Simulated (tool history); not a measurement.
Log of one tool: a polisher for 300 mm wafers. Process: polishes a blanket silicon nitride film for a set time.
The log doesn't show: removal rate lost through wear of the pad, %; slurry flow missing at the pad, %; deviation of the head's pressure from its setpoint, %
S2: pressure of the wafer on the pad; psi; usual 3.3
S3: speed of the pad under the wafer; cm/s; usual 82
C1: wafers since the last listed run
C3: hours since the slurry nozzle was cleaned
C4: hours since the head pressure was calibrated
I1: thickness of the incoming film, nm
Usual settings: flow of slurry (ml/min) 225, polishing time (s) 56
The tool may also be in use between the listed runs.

{"run": 1, "hour": 0.0, "flow of slurry (ml/min)": 245, "S2": 2.4, "S3": 82, "polishing time (s)": 56, "C1": 0, "wafers polished on this pad": 2955, "C3": 217.7, "C4": 319, "I1": 714.9, "film removed (nm)": 45}
{"hour": 29.2, "done": "worn pad replaced by a new one"}
{"run": 2, "hour": 29.7, "flow of slurry (ml/min)": 245, "S2": 2.4, "S3": 82, "polishing time (s)": 56, "C1": 332, "wafers polished on this pad": 6, "C3": 247.4, "C4": 348.7, "I1": 714, "film removed (nm)": 41.9}
{"run": 3, "hour": 58.4, "flow of slurry (ml/min)": 225, "S2": 3.3, "S3": 82, "polishing time (s)": 56, "C1": 371, "wafers polished on this pad": 378, "C3": 276.1, "C4": 377.4, "I1": 704.8, "film removed (nm)": 56.4}
{"run": 4, "hour": 86.1, "flow of slurry (ml/min)": 225, "S2": 3.3, "S3": 82, "polishing time (s)": 56, "C1": 358, "wafers polished on this pad": 737, "C3": 303.8, "C4": 405.1, "I1": 719.1, "film removed (nm)": 56.5}
{"run": 5, "hour": 118.5, "flow of slurry (ml/min)": 225, "S2": 3.3, "S3": 82, "polishing time (s)": 56, "C1": 419, "wafers polished on this pad": 1157, "C3": 336.2, "C4": 437.5, "I1": 721.6, "film removed (nm)": 56.4}
{"run": 6, "hour": 142.9, "flow of slurry (ml/min)": 225, "S2": 3.3, "S3": 82, "polishing time (s)": 56, "C1": 316, "wafers polished on this pad": 1473, "C3": 360.6, "C4": 461.9, "I1": 715.1, "film removed (nm)": 55}
{"hour": 160.4, "done": "head pressure recalibrated"}
{"run": 7, "hour": 165.8, "flow of slurry (ml/min)": 225, "S2": 3.3, "S3": 82, "polishing time (s)": 56, "C1": 270, "wafers polished on this pad": 1744, "C3": 383.5, "C4": 5.4, "I1": 703.1, "film removed (nm)": 55}
{"run": 8, "hour": 189.3, "flow of slurry (ml/min)": 245, "S2": 3.3, "S3": 82, "polishing time (s)": 56, "C1": 304, "wafers polished on this pad": 2048, "C3": 407, "C4": 28.9, "I1": 715.7, "film removed (nm)": 56}
{"run": 9, "hour": 207.5, "flow of slurry (ml/min)": 245, "S2": 3.3, "S3": 82, "polishing time (s)": 56, "C1": 235, "wafers polished on this pad": 2284, "C3": 425.2, "C4": 47.1, "I1": 719.3, "film removed (nm)": 54.1}
{"run": 10, "hour": 235.5, "flow of slurry (ml/min)": 245, "S2": 3.3, "S3": 82, "polishing time (s)": 56, "C1": 362, "wafers polished on this pad": 2647, "C3": 453.2, "C4": 75.1, "I1": 702.1, "film removed (nm)": 54.8}
{"run": 11, "hour": 249.1, "flow of slurry (ml/min)": 225, "S2": 3.3, "S3": 82, "polishing time (s)": 50, "C1": 176, "wafers polished on this pad": 2823, "C3": 466.8, "C4": 88.7, "I1": 709, "film removed (nm)": 49.3}
{"hour": 263.2, "done": "worn pad replaced by a new one, repeated, since the last time left the tool worse"}
{"run": 12, "hour": 284.0, "flow of slurry (ml/min)": 225, "S2": 3.3, "S3": 82, "polishing time (s)": 50, "C1": 400, "wafers polished on this pad": 269, "C3": 501.7, "C4": 123.6, "I1": 711.8, "film removed (nm)": 57.2}
{"run": 13, "hour": 311.3, "flow of slurry (ml/min)": 225, "S2": 3.3, "S3": 82, "polishing time (s)": 56, "C1": 353, "wafers polished on this pad": 623, "C3": 529, "C4": 150.9, "I1": 709.1, "film removed (nm)": 62.6}
{"run": 14, "hour": 345.3, "flow of slurry (ml/min)": 225, "S2": 3.3, "S3": 82, "polishing time (s)": 56, "C1": 440, "wafers polished on this pad": 1064, "C3": 563, "C4": 184.9, "I1": 711.5, "film removed (nm)": 63.2}
{"run": 15, "hour": 370.1, "flow of slurry (ml/min)": 225, "S2": 3.3, "S3": 82, "polishing time (s)": 56, "C1": 321, "wafers polished on this pad": 1385, "C3": 587.8, "C4": 209.7, "I1": 714.1, "film removed (nm)": 62.7}
{"run": 16, "hour": 383.7, "flow of slurry (ml/min)": 225, "S2": 4, "S3": 82, "polishing time (s)": 56, "C1": 176, "wafers polished on this pad": 1561, "C3": 601.4, "C4": 223.3, "I1": 717, "film removed (nm)": 74.2}
{"run": 17, "hour": 446.8, "flow of slurry (ml/min)": 225, "S2": 2.9, "S3": 82, "polishing time (s)": 66, "C1": 817, "wafers polished on this pad": 2379, "C3": 664.5, "C4": 286.4, "I1": 716.7, "film removed (nm)": 64.7}
{"run": 18, "hour": 496.6, "flow of slurry (ml/min)": 195, "S2": 2.7, "S3": 82, "polishing time (s)": 70, "C1": 645, "wafers polished on this pad": 3024, "C3": 714.3, "C4": 336.2, "I1": 716.7, "film removed (nm)": 61.3}
{"run": 19, "hour": 520.3, "flow of slurry (ml/min)": 225, "S2": 3.3, "S3": 82, "polishing time (s)": 56, "C1": 307, "wafers polished on this pad": 3331, "C3": 738, "C4": 359.9, "I1": 711.7, "film removed (nm)": 61.3}
{"hour": 524.6, "done": "head pressure recalibrated"}
{"run": 20, "hour": 535.2, "flow of slurry (ml/min)": 225, "S2": 3.3, "S3": 82, "polishing time (s)": 56, "C1": 167, "wafers polished on this pad": 3498, "C3": 752.9, "C4": 10.6, "I1": 714.9, "film removed (nm)": 60.3}
{"hour": 555.2, "done": "worn pad replaced by a new one"}
{"run": 21, "hour": 557.1, "flow of slurry (ml/min)": 225, "S2": 3.3, "S3": 82, "polishing time (s)": 56, "C1": 231, "wafers polished on this pad": 24, "C3": 774.8, "C4": 32.5, "I1": 717.3, "film removed (nm)": 64.7}
{"hour": 599.0, "done": "slurry nozzle cleaned"}
{"run": 22, "hour": 644.0, "flow of slurry (ml/min)": 225, "S2": 3.3, "S3": 92, "polishing time (s)": 56, "C1": 1112, "wafers polished on this pad": 1137, "C3": 45, "C4": 119.4, "I1": 717.4, "film removed (nm)": 70.7}
{"run": 23, "hour": 673.9, "flow of slurry (ml/min)": 225, "S2": 3.3, "S3": 82, "polishing time (s)": 56, "C1": 387, "wafers polished on this pad": 1524, "C3": 74.9, "C4": 149.3, "I1": 715.8, "film removed (nm)": 61.7}
{"run": 24, "hour": 697.9, "flow of slurry (ml/min)": 225, "S2": 2.3, "S3": 66, "polishing time (s)": 41, "C1": 310, "wafers polished on this pad": 1835, "C3": 98.9, "C4": 173.3, "I1": 714.5, "film removed (nm)": 26.6}
{"run": 25, "hour": 715.3, "flow of slurry (ml/min)": 245, "S2": 2.5, "S3": 82, "polishing time (s)": 56, "C1": 225, "wafers polished on this pad": 2060, "C3": 116.3, "C4": 190.7, "I1": 714.2, "film removed (nm)": 47.2}
{"run": 26, "hour": 783.3, "flow of slurry (ml/min)": 295, "S2": 4.1, "S3": 66, "polishing time (s)": 70, "C1": 880, "wafers polished on this pad": 2941, "C3": 184.3, "C4": 258.7, "I1": 709.4, "film removed (nm)": 80.8}
{"run": 27, "hour": 818.9, "flow of slurry (ml/min)": 225, "S2": 3.3, "S3": 108, "polishing time (s)": 56, "C1": 461, "wafers polished on this pad": 3403, "C3": 219.9, "C4": 294.3, "I1": 713.3, "film removed (nm)": 75.2}
{"hour": 842.7, "done": "worn pad replaced by a new one"}
{"run": 28, "hour": 856.1, "flow of slurry (ml/min)": 225, "S2": 3.3, "S3": 82, "polishing time (s)": 56, "C1": 430, "wafers polished on this pad": 174, "C3": 257.1, "C4": 331.5, "I1": 712.4, "film removed (nm)": 64.4}
{"run": 29, "hour": 890.9, "flow of slurry (ml/min)": 225, "S2": 3.3, "S3": 82, "polishing time (s)": 56, "C1": 450, "wafers polished on this pad": 624, "C3": 291.9, "C4": 366.3, "I1": 702.7, "film removed (nm)": 64}
{"run": 30, "hour": 919.7, "flow of slurry (ml/min)": 225, "S2": 3.3, "S3": 82, "polishing time (s)": 56, "C1": 373, "wafers polished on this pad": 998, "C3": 320.7, "C4": 395.1, "I1": 702.5, "film removed (nm)": 64.2}
{"run": 31, "hour": 946.0, "flow of slurry (ml/min)": 225, "S2": 3.3, "S3": 82, "polishing time (s)": 56, "C1": 340, "wafers polished on this pad": 1338, "C3": 347, "C4": 421.4, "I1": 706.5, "film removed (nm)": 61.4}
{"run": 32, "hour": 963.1, "flow of slurry (ml/min)": 285, "S2": 3.6, "S3": 82, "polishing time (s)": 37, "C1": 221, "wafers polished on this pad": 1560, "C3": 364.1, "C4": 438.5, "I1": 704.4, "film removed (nm)": 46.2}
{"hour": 982.9, "done": "head pressure recalibrated"}
{"run": 33, "hour": 984.7, "flow of slurry (ml/min)": 225, "S2": 4, "S3": 82, "polishing time (s)": 68, "C1": 253, "wafers polished on this pad": 1814, "C3": 385.7, "C4": 1.8, "I1": 721.8, "film removed (nm)": 91.9}
{"run": 34, "hour": 1010.2, "flow of slurry (ml/min)": 280, "S2": 2.6, "S3": 54, "polishing time (s)": 66, "C1": 330, "wafers polished on this pad": 2144, "C3": 411.2, "C4": 27.3, "I1": 707, "film removed (nm)": 41.3}
{"run": 35, "hour": 1027.2, "flow of slurry (ml/min)": 300, "S2": 3.3, "S3": 100, "polishing time (s)": 56, "C1": 220, "wafers polished on this pad": 2364, "C3": 428.2, "C4": 44.3, "I1": 707.7, "film removed (nm)": 74}
{"run": 36, "hour": 1050.9, "flow of slurry (ml/min)": 225, "S2": 4.1, "S3": 66, "polishing time (s)": 51, "C1": 307, "wafers polished on this pad": 2671, "C3": 451.9, "C4": 68, "I1": 712.5, "film removed (nm)": 60}
{"hour": 1070.1, "done": "worn pad replaced by a new one"}
{"run": 37, "hour": 1080.6, "flow of slurry (ml/min)": 195, "S2": 3.3, "S3": 82, "polishing time (s)": 56, "C1": 332, "wafers polished on this pad": 135, "C3": 481.6, "C4": 97.7, "I1": 723.7, "film removed (nm)": 62.5}
{"run": 38, "hour": 1107.2, "flow of slurry (ml/min)": 200, "S2": 3, "S3": 102, "polishing time (s)": 56, "C1": 344, "wafers polished on this pad": 480, "C3": 508.2, "C4": 124.3, "I1": 707.6, "film removed (nm)": 65.9}

Forecast each of these 3 alternatives for the next run:
{"run": "A", "hour": 1107.6, "flow of slurry (ml/min)": 225, "S2": 3.3, "S3": 82, "polishing time (s)": 56, "C1": 5, "wafers polished on this pad": 485, "C3": 508.6, "C4": 124.7, "I1": 714.1, "film removed (nm)": "?"}
{"run": "B", "hour": 1107.6, "flow of slurry (ml/min)": 265, "S2": 3.3, "S3": 82, "polishing time (s)": 56, "C1": 5, "wafers polished on this pad": 485, "C3": 508.6, "C4": 124.7, "I1": 714.1, "film removed (nm)": "?"}
{"run": "C", "hour": 1107.6, "flow of slurry (ml/min)": 225, "S2": 3.3, "S3": 82, "polishing time (s)": 64, "C1": 5, "wafers polished on this pad": 485, "C3": 508.6, "C4": 124.7, "I1": 714.1, "film removed (nm)": "?"}

run=A film_removed_(nm)=63.6
run=B film_removed_(nm)=64.5
run=C film_removed_(nm)=72.6
Without the tool's hidden state the same runs would have given:
run=A film_removed_(nm)=64.7
run=B film_removed_(nm)=65.6
run=C film_removed_(nm)=73.9
